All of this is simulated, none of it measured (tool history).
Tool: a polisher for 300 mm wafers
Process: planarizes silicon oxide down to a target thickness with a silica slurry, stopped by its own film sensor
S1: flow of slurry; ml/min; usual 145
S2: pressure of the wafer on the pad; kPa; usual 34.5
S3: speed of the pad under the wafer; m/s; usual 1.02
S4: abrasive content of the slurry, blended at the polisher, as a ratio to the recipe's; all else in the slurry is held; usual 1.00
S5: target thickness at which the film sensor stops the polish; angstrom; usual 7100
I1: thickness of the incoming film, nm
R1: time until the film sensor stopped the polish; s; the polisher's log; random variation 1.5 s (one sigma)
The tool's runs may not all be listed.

run	hour	S1	S2	S3	S4	S5	I1	R1
1	0.0	145	34.5	1.02	1.00	7100	1117.7	105.0
# hour 79.4: head pressure recalibrated
2	89.2	145	34.5	1.02	1.00	7100	1099.6	95.0
3	140.3	145	34.5	1.02	1.00	7100	1106.9	96.3
# hour 159.3: worn pad replaced by a new one
# hour 214.6: slurry nozzle cleaned
4	216.2	145	34.5	1.02	1.00	7100	1130.5	104.3
5	307.6	145	34.5	1.02	1.00	7100	1131.4	105.8
6	351.8	145	34.5	1.02	1.00	7100	1116.4	105.5
# hour 421.2: slurry blender recalibrated
7	453.9	145	34.5	1.02	1.00	7100	1121.3	109.4
# hour 501.3: conditioning disc replaced and pad reconditioned
8	519.4	145	34.5	1.02	1.00	7760	1130.4	85.9
9	623.0	145	34.5	1.02	1.00	7760	1094.3	80.3
# hour 636.6: worn pad replaced by a new one
# hour 691.3: head pressure recalibrated
10	691.8	145	34.5	0.78	1.00	7100	1123.7	120.0
11	758.1	145	34.5	1.02	1.00	7100	1130.3	103.1
# hour 807.1: slurry blender recalibrated
12	825.8	145	34.5	0.86	1.25	7100	1129.1	107.0
13	863.8	145	34.5	1.02	1.00	7100	1107.1	99.6
14	952.9	145	34.5	1.02	1.00	7100	1109.4	102.1
# hour 963.9: conditioning disc replaced and pad reconditioned
15	1010.0	130	27.6	1.02	0.70	6130	1133.5	190.1
# hour 1026.6: worn pad replaced by a new one
16	1103.6	185	46.2	1.02	1.00	6730	1129.5	84.6
# hour 1107.3: slurry nozzle cleaned
# hour 1164.8: slurry blender recalibrated
17	1168.7	165	34.5	1.02	1.00	7100	1102.2	98.8
18	1236.1	145	34.5	1.02	1.00	7100	1109.2	106.5
# hour 1299.1: head pressure recalibrated
19	1310.8	110	34.5	1.02	1.00	7100	1137.7	110.3
20	1378.3	145	41.4	1.02	1.00	7750	1116.3	72.7
# hour 1455.3: worn pad replaced by a new one
21	1457.4	145	34.5	1.02	1.00	7100	1120.4	102.9
# hour 1533.7: conditioning disc replaced and pad reconditioned
22	1548.3	145	34.5	1.30	1.00	7100	1106.7	78.4
# hour 1577.7: slurry blender recalibrated
23	1631.8	145	34.5	1.02	0.90	7100	1107.7	98.6
24	1699.6	160	34.5	1.02	1.00	8450	1101.8	64.9
25	1785.5	145	34.5	1.02	1.00	7100	1142.1	111.1
# hour 1870.5: head pressure recalibrated
26	1874.6	180	34.5	1.18	0.80	7810	1112.8	80.8

3 ways to go on from here, each from the tool as it stands after run 26. What would each give?
A	1875.1	145	34.5	1.02	1.30	7100	1129.6	?
B	1875.1	120	38.6	1.02	1.00	7100	1129.6	?
C	1875.1	145	34.5	1.02	1.00	6150	1129.6	?

run	R1
A	93.0
B	96.7
C	127.4
Without the tool's hidden state the same runs would have given:
run	R1
A	85.2
B	87.8
C	116.7

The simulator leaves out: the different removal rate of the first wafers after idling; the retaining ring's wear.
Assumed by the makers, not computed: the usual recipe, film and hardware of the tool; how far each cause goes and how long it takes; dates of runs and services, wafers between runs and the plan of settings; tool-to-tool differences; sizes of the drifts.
